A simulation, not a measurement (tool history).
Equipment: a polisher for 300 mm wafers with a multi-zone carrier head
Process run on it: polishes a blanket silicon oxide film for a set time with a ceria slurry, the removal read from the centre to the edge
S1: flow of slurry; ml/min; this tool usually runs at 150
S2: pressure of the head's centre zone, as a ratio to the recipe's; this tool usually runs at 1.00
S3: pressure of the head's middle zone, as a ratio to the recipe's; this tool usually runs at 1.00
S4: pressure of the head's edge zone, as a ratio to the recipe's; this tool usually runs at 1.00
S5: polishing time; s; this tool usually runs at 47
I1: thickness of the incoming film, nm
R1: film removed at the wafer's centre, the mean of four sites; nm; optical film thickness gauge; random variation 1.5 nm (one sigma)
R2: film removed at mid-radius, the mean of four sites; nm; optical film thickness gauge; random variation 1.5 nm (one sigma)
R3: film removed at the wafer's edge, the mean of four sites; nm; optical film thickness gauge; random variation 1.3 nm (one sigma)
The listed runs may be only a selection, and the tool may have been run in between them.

Run 1, day 0.000: usual settings but S3 1.06; I1 1379.2. Result: R1 111.2 nm, R2 127.3 nm, R3 116.4 nm.
At day 1.225: edge zone pressure recalibrated.
Run 2, day 3.783: usual settings but S3 1.06; I1 1396.7. Result: R1 110.4 nm, R2 120.7 nm, R3 114.2 nm.
At day 5.000: worn pad replaced by a new one.
Run 3, day 6.600: usual settings but S3 1.06; I1 1426.9. Result: R1 111.2 nm, R2 128.2 nm, R3 118.4 nm.
Run 4, day 8.896: usual settings; I1 1426.9. Result: R1 111.4 nm, R2 119.3 nm, R3 113.7 nm.
Run 5, day 12.133: usual settings; I1 1401.9. Result: R1 109.5 nm, R2 117.7 nm, R3 112.0 nm.
Run 6, day 15.167: usual settings but S2 0.97; I1 1401.3. Result: R1 105.3 nm, R2 117.1 nm, R3 111.5 nm.
At day 16.388: worn pad replaced by a new one.
At day 16.792: slurry nozzle cleaned.
At day 16.867: edge zone pressure recalibrated.
Run 7, day 18.271: usual settings but S2 0.92, S3 1.04; I1 1389.8. Result: R1 102.0 nm, R2 125.0 nm, R3 115.3 nm.
At day 20.638: carrier head's membrane replaced by a new one.
Run 8, day 20.792: usual settings but S2 0.92, S3 1.04; I1 1408.0. Result: R1 99.7 nm, R2 121.9 nm, R3 112.2 nm.
At day 22.354: centre zone pressure recalibrated.
Run 9, day 23.800: usual settings but S2 0.92, S3 1.04; I1 1401.9. Result: R1 103.9 nm, R2 118.6 nm, R3 114.6 nm.
At day 26.979: worn pad replaced by a new one.
Run 10, day 27.988: usual settings; I1 1376.2. Result: R1 118.6 nm, R2 123.2 nm, R3 119.1 nm.
At day 28.950: edge zone pressure recalibrated.
Run 11, day 32.058: usual settings but S1 195 ml/min; I1 1386.4. Result: R1 120.7 nm, R2 123.6 nm, R3 117.5 nm.
Run 12, day 34.108: usual settings but S4 0.90; I1 1398.3. Result: R1 112.9 nm, R2 115.3 nm, R3 107.6 nm.
At day 34.292: slurry nozzle cleaned.
Run 13, day 36.983: usual settings but S2 1.08, S3 0.95, S5 59 s; I1 1389.9. Result: R1 152.3 nm, R2 140.1 nm, R3 142.2 nm.
At day 38.054: worn pad replaced by a new one.
Run 14, day 38.525: usual settings; I1 1400.1. Result: R1 116.0 nm, R2 123.4 nm, R3 119.0 nm.
Run 15, day 41.854: usual settings; I1 1402.9. Result: R1 114.9 nm, R2 118.2 nm, R3 116.1 nm.
At day 43.183: edge zone pressure recalibrated.
Run 16, day 44.579: usual settings but S2 1.03, S3 1.10; I1 1406.7. Result: R1 117.3 nm, R2 128.1 nm, R3 113.9 nm.
At day 48.058: worn pad replaced by a new one.
Run 17, day 48.354: usual settings but S4 1.10, S5 60 s; I1 1408.5. Result: R1 149.5 nm, R2 158.3 nm, R3 161.5 nm.
At day 49.121: slurry nozzle cleaned.
Run 18, day 50.721: usual settings; I1 1389.7. Result: R1 115.6 nm, R2 120.4 nm, R3 114.2 nm.
Run 19, day 52.992: usual settings but S3 1.07, S5 32 s; I1 1401.9. Result: R1 75.0 nm, R2 84.0 nm, R3 78.4 nm.

Alternative continuations, all from the tool just after run 19; predict every row:
Run A, day 53.008: usual settings but S1 105 ml/min; I1 1390.4. Result: R1 ?, R2 ?, R3 ?.
Run B, day 53.008: usual settings but S5 58 s; I1 1390.4. Result: R1 ?, R2 ?, R3 ?.
Run C, day 53.008: usual settings but S1 195 ml/min, S2 0.91, S4 1.04; I1 1390.4. Result: R1 ?, R2 ?, R3 ?.

run     R1     R2     R3
  A   99.7  106.5  108.3
  B  136.7  144.1  142.5
  C  106.2  122.4  121.8
Take away the tool's hidden state, keep each run's random variation, and the runs would have read:
run     R1     R2     R3
  A  110.2  112.9  114.9
  B  151.2  152.8  151.2
  C  117.5  129.9  129.2
